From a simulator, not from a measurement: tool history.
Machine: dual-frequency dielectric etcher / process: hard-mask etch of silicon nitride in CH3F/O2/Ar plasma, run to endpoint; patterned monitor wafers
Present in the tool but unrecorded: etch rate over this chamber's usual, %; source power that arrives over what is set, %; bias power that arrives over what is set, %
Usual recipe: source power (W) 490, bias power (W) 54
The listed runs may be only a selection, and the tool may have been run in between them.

run,hour,source power (W),bias power (W),wafers since the last listed run,hours since the last wet clean,hours since the last source power generator calibration,hours since the last bias power generator calibration,hours since the last upper electrode change,"incoming incoming film thickness, nm",endpoint time (s)
1,0,490,54,0,110.9,2662.8,1604.8,2371.8,56.4,79.6
2,37.9,490,54,314,148.8,2700.7,1642.7,2409.7,56.5,79.9
3,85.5,490,54,394,196.4,2748.3,1690.3,2457.3,55.8,78.9
4,141,490,54,460,251.9,2803.8,1745.8,2512.8,56.5,80.4
5,249.8,490,54,902,360.7,2912.6,1854.6,2621.6,55.9,79.9
# hour 294.4: wet clean of the chamber
6,294.9,490,50,175,0.5,2957.7,1899.7,2666.7,56.3,80.6
7,317.4,490,54,186,23,2980.2,1922.2,2689.2,55.9,78.4
8,349,490,54,262,54.6,3011.8,1953.8,2720.8,56.1,78.5
9,385.4,420,58,301,91,3048.2,1990.2,2757.2,55.9,81.7
10,426.5,420,58,340,132.1,3089.3,2031.3,2798.3,56.1,82.2
11,463.4,600,48,306,169,3126.2,2068.2,2835.2,56.1,75.5
# hour 479.2: source power generator calibrated
12,534.5,520,62,556,240.1,55.3,2139.3,2906.3,56,74
13,581.9,460,54,393,287.5,102.7,2186.7,2953.7,56.3,82

Run 14, settings as shown, results not yet in. Your forecast:
14,613.7,580,47,263,319.3,134.5,2218.5,2985.5,56.6,?

endpoint time (s): 78.9
The same run, on a tool lacking any hidden state, would have yielded endpoint time (s) 77.7.
